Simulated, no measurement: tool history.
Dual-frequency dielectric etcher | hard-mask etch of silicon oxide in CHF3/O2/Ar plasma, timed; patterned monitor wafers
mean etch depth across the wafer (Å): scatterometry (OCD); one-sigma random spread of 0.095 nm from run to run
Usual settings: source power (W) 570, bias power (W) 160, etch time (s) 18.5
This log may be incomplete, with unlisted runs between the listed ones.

run	hour	source power (W)	bias power (W)	etch time (s)	read-back reference wafer on the same gauge, depth_nm	mean etch depth across the wafer (Å)
1	0	570	160	18.5	36.19	329.8
# hour 28.2: wet clean of the chamber
2	51	570	160	18.5	36.21	330.1
3	104.6	570	160	17	36.22	301.2
4	205.5	570	160	22	36.3	393.2
5	285.7	570	160	18.5	36.37	330.1
6	367.1	570	160	18.5	36.45	331.1
7	425	570	160	18.5	36.49	329
8	520.2	570	192	18.5	36.57	349.6
9	621.7	570	192	18.5	36.64	353.8
# hour 664.4: wet clean of the chamber
10	698.9	570	192	18.5	36.78	353.5
11	751.6	570	160	18.5	36.8	332.6
# hour 810.3: gauge calibrated
12	826.5	570	160	18.5	36.19	329.9
13	904.9	570	160	22.5	36.21	399.4
# hour 975: upper electrode replaced
14	981	570	160	23.5	36.25	416.8
15	1041	650	160	20	36.22	375.4
16	1102.9	570	160	21	36.25	374.1
17	1156.5	570	130	13	36.25	217.5
# hour 1202.7: wet clean of the chamber
18	1248.2	520	160	20	36.35	343.9

Run 19 is up next; what results do you expect?
19	1343.9	450	160	15.5	?	?

{"run 19": {"read-back reference wafer on the same gauge, depth_nm": 36.36, "mean etch depth across the wafer (Å)": 251.3}}
Without the tool's hidden state the same run would have given mean etch depth across the wafer (Å) 249.4.

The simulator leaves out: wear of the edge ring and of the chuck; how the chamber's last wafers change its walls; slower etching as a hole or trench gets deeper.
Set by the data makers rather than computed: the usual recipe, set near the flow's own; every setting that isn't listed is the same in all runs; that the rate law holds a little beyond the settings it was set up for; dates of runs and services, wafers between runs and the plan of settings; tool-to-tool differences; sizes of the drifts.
